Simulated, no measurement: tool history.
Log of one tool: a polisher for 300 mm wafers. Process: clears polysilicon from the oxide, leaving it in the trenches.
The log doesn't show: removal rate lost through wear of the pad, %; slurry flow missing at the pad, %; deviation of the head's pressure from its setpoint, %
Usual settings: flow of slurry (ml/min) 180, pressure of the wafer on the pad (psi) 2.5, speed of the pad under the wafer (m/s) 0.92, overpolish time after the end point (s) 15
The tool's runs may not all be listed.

run,hour,flow of slurry (ml/min),pressure of the wafer on the pad (psi),speed of the pad under the wafer (m/s),overpolish time after the end point (s),wafers since the last listed run,wafers polished on this pad,hours since the slurry nozzle was cleaned,hours since the head pressure was calibrated,"incoming thickness of the incoming film, nm",time until the end point was called (s),dishing of a wide line in a test structure (Å)
1,0.0,180,2.5,0.92,15,0,271,544.0,1094.1,765.9,69.5,414
2,11.9,180,2.5,0.92,15,127,398,555.9,1106.0,769.8,70.8,420
3,19.9,180,2.5,0.92,15,85,484,563.9,1114.0,773.0,71.1,418
4,33.2,180,2.5,0.80,15,142,626,577.2,1127.3,783.7,83.6,413
5,50.4,180,2.5,0.80,15,184,810,594.4,1144.5,776.4,82.1,412
# hour 61.7: worn pad replaced by a new one
6,66.3,180,2.5,0.80,15,127,49,610.3,1160.4,755.7,81.4,407
7,78.6,180,2.5,0.92,15,131,180,622.6,1172.7,758.8,71.8,416
8,92.9,180,2.5,0.92,15,152,333,636.9,1187.0,784.7,74.5,414
9,104.4,230,2.5,0.92,15,123,456,648.4,1198.5,758.0,68.5,421
10,120.0,230,2.3,0.92,15,166,623,664.0,1214.1,771.1,76.2,414
# hour 121.9: slurry nozzle cleaned
11,127.5,230,2.3,0.92,15,69,693,5.6,1221.6,774.5,67.6,420
# hour 142.5: worn pad replaced by a new one
12,145.1,230,2.3,0.92,15,145,27,23.2,1239.2,760.5,65.1,414
13,151.6,180,1.8,0.92,15,69,97,29.7,1245.7,773.9,91.0,397
14,167.9,180,1.8,0.92,15,174,271,46.0,1262.0,770.5,86.9,405
15,179.0,180,2.5,0.92,15,118,390,57.1,1273.1,772.7,62.4,431
# hour 188.0: head pressure recalibrated
16,190.3,180,3.3,0.92,15,99,489,68.4,2.3,773.6,49.0,423
17,196.5,135,3.0,0.92,7,66,556,74.6,8.5,776.4,57.1,373
18,213.8,180,2.5,0.92,15,185,741,91.9,25.8,762.1,63.9,415
# hour 222.6: worn pad replaced by a new one
19,225.0,180,1.7,0.92,8,77,25,103.1,37.0,782.5,94.5,321
20,239.8,180,3.2,0.64,15,158,183,117.9,51.8,760.5,72.4,414
21,249.2,140,2.2,0.92,15,100,284,127.3,61.2,766.3,75.9,413
22,264.3,180,2.5,0.92,22,161,445,142.4,76.3,770.3,65.0,429
23,270.9,230,2.1,0.78,12,70,516,149.0,82.9,771.4,87.4,393
24,286.6,135,2.5,0.92,22,167,684,164.7,98.6,779.0,70.3,428
# hour 295.6: worn pad replaced by a new one
25,297.0,180,2.5,0.92,15,68,15,175.1,109.0,776.5,64.8,420
26,324.2,180,2.5,0.92,15,290,306,202.3,136.2,776.5,66.3,419
27,336.8,180,2.5,0.92,6,134,441,214.9,148.8,780.4,66.7,331
28,343.8,150,2.5,0.92,15,74,516,221.9,155.8,766.7,66.5,413
29,349.8,180,2.5,0.92,15,64,580,227.9,161.8,760.3,64.3,427
30,364.3,230,2.3,0.92,15,155,735,242.4,176.3,780.8,68.3,414

How the hidden state differs across the entries between the runs, from the last listed run before each to the first after it:
Between runs 5 and 6: worn pad replaced by a new one (hour 61.7)
  slurry flow missing at the pad, %: 44.3 -> 45.3
  measured less the result without the state, time until the end point was called (s): +10.3 -> +10.7; dishing of a wide line in a test structure (Å): -8 -> -8
Between runs 10 and 11: slurry nozzle cleaned (hour 121.9)
  slurry flow missing at the pad, %: 48.7 -> 3.35
  measured less the result without the state, time until the end point was called (s): +9.1 -> +0.3; dishing of a wide line in a test structure (Å): -6 -> +0
Between runs 11 and 12: worn pad replaced by a new one (hour 142.5)
  slurry flow missing at the pad, %: 3.35 -> 4.48
  measured less the result without the state, time until the end point was called (s): +0.3 -> +0.3; dishing of a wide line in a test structure (Å): +0 -> -1
Between runs 15 and 16: head pressure recalibrated (hour 188.0)
  slurry flow missing at the pad, %: 6.65 -> 7.38
  measured less the result without the state, time until the end point was called (s): +0.7 -> +0.6; dishing of a wide line in a test structure (Å): +0 -> +0
Between runs 18 and 19: worn pad replaced by a new one (hour 222.6)
  slurry flow missing at the pad, %: 8.88 -> 9.6
  measured less the result without the state, time until the end point was called (s): +1.0 -> +1.6; dishing of a wide line in a test structure (Å): +0 -> -2
Between runs 24 and 25: worn pad replaced by a new one (hour 295.6)
  slurry flow missing at the pad, %: 13.5 -> 14.2
  measured less the result without the state, time until the end point was called (s): +2.3 -> +1.7; dishing of a wide line in a test structure (Å): -1 -> -1
